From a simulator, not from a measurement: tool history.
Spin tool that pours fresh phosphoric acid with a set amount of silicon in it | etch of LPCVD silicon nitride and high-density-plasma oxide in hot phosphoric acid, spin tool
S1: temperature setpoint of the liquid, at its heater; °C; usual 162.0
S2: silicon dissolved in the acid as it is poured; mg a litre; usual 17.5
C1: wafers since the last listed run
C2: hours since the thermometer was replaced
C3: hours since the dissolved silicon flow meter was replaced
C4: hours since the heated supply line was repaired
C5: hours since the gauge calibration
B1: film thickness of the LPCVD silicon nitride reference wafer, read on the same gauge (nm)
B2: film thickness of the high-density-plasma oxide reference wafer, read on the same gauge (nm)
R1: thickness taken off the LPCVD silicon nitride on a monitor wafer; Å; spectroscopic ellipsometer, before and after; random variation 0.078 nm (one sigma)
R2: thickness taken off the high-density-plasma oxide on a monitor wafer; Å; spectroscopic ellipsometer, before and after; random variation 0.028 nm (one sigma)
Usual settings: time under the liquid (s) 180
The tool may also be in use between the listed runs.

Run 1, hour 0.0: usual settings; C1 0; C2 1077.4; C3 1419.3; C4 535.3; C5 204.3; B1 119.99; B2 79.999. Result: R1 199.5 Å, R2 10.59 Å.
Run 2, hour 7.7: usual settings; C1 61; C2 1085.1; C3 1427.0; C4 543.0; C5 212.0; B1 120.00; B2 80.031. Result: R1 197.5 Å, R2 10.97 Å.
Run 3, hour 22.6: usual settings; C1 119; C2 1100.0; C3 1441.9; C4 557.9; C5 226.9; B1 120.01; B2 79.969. Result: R1 199.8 Å, R2 10.52 Å.
Run 4, hour 35.8: usual settings; C1 106; C2 1113.2; C3 1455.1; C4 571.1; C5 240.1; B1 120.00; B2 80.013. Result: R1 200.2 Å, R2 9.92 Å.
Run 5, hour 44.5: usual settings but S1 160.0 °C, S2 10.5 mg a litre, time under the liquid (s) 105; C1 69; C2 1121.9; C3 1463.8; C4 579.8; C5 248.8; B1 120.01; B2 80.003. Result: R1 108.7 Å, R2 6.29 Å.
Run 6, hour 56.7: usual settings; C1 98; C2 1134.1; C3 1476.0; C4 592.0; C5 261.0; B1 120.01; B2 80.002. Result: R1 200.3 Å, R2 11.14 Å.
Run 7, hour 63.9: usual settings but time under the liquid (s) 275; C1 57; C2 1141.3; C3 1483.2; C4 599.2; C5 268.2; B1 120.00; B2 80.007. Result: R1 305.9 Å, R2 17.02 Å.
At hour 72.1: thermometer replaced.
Run 8, hour 73.1: usual settings but S2 24.5 mg a litre; C1 65; C2 1.0; C3 1492.4; C4 608.4; C5 277.4; B1 120.01; B2 79.996. Result: R1 185.6 Å, R2 7.07 Å.
Run 9, hour 83.8: usual settings but S2 24.5 mg a litre; C1 86; C2 11.7; C3 1503.1; C4 619.1; C5 288.1; B1 120.00; B2 79.994. Result: R1 184.6 Å, R2 7.26 Å.
Run 10, hour 92.0: usual settings but S1 163.0 °C, S2 26.5 mg a litre; C1 65; C2 19.9; C3 1511.3; C4 627.3; C5 296.3; B1 120.00; B2 80.008. Result: R1 190.0 Å, R2 7.26 Å.
At hour 103.2: dissolved silicon flow meter replaced.
Run 11, hour 103.8: usual settings but S1 160.5 °C, time under the liquid (s) 125; C1 86; C2 31.7; C3 0.6; C4 639.1; C5 308.1; B1 119.98; B2 80.012. Result: R1 122.3 Å, R2 5.74 Å.
Run 12, hour 117.8: usual settings but S2 27.5 mg a litre, time under the liquid (s) 265; C1 112; C2 45.7; C3 14.6; C4 653.1; C5 322.1; B1 120.00; B2 79.998. Result: R1 272.6 Å, R2 9.98 Å.
Run 13, hour 125.6: usual settings but S1 159.0 °C, S2 21.5 mg a litre, time under the liquid (s) 145; C1 62; C2 53.5; C3 22.4; C4 660.9; C5 329.9; B1 120.01; B2 79.997. Result: R1 135.2 Å, R2 4.97 Å.
Run 14, hour 138.8: usual settings; C1 106; C2 66.7; C3 35.6; C4 674.1; C5 343.1; B1 120.03; B2 80.009. Result: R1 186.1 Å, R2 9.37 Å.
At hour 139.2: gauge calibrated.
At hour 142.5: heated supply line repaired.
Run 15, hour 156.6: usual settings but S2 24.5 mg a litre; C1 135; C2 84.5; C3 53.4; C4 14.1; C5 17.4; B1 120.00; B2 79.996. Result: R1 186.4 Å, R2 7.78 Å.
Run 16, hour 163.5: usual settings; C1 55; C2 91.4; C3 60.3; C4 21.0; C5 24.3; B1 119.99; B2 80.008. Result: R1 184.6 Å, R2 9.30 Å.
Run 17, hour 178.1: usual settings but S1 160.0 °C, S2 27.5 mg a litre, time under the liquid (s) 260; C1 117; C2 106.0; C3 74.9; C4 35.6; C5 38.9; B1 119.98; B2 79.974. Result: R1 251.2 Å, R2 8.64 Å.
Run 18, hour 192.6: usual settings but S1 160.5 °C, time under the liquid (s) 130; C1 116; C2 120.5; C3 89.4; C4 50.1; C5 53.4; B1 120.01; B2 79.995. Result: R1 128.0 Å, R2 5.79 Å.
Run 19, hour 208.7: usual settings but S1 159.5 °C, S2 12.5 mg a litre, time under the liquid (s) 130; C1 129; C2 136.6; C3 105.5; C4 66.2; C5 69.5; B1 120.00; B2 79.986. Result: R1 122.8 Å, R2 6.49 Å.
Run 20, hour 218.2: usual settings; C1 76; C2 146.1; C3 115.0; C4 75.7; C5 79.0; B1 119.97; B2 80.002. Result: R1 185.6 Å, R2 9.08 Å.
Run 21, hour 231.5: usual settings but S1 159.0 °C; C1 106; C2 159.4; C3 128.3; C4 89.0; C5 92.3; B1 120.00; B2 79.988. Result: R1 169.0 Å, R2 7.43 Å.
Run 22, hour 237.6: usual settings but S1 159.5 °C, S2 6.5 mg a litre, time under the liquid (s) 135; C1 49; C2 165.5; C3 134.4; C4 95.1; C5 98.4; B1 120.02; B2 80.017. Result: R1 128.6 Å, R2 8.10 Å.

Forecast each of these 3 alternatives for the next run:
Run A, hour 238.1: usual settings but S2 25.5 mg a litre; C1 4; C2 166.0; C3 134.9; C4 95.6; C5 98.9; B1 ?; B2 ?. Result: R1 ?, R2 ?.
Run B, hour 238.1: usual settings but S2 23.0 mg a litre, time under the liquid (s) 105; C1 4; C2 166.0; C3 134.9; C4 95.6; C5 98.9; B1 ?; B2 ?. Result: R1 ?, R2 ?.
Run C, hour 238.1: usual settings but S2 21.0 mg a litre, time under the liquid (s) 125; C1 4; C2 166.0; C3 134.9; C4 95.6; C5 98.9; B1 ?; B2 ?. Result: R1 ?, R2 ?.

run      B1      B2     R1    R2
  A  120.02  79.997  187.7  7.24
  B  120.02  79.997  109.5  4.58
  C  120.02  79.997  130.3  5.79
Without the tool's hidden state the same runs would have given:
run     R1    R2
  A  184.5  6.97
  B  107.7  4.41
  C  128.2  5.58
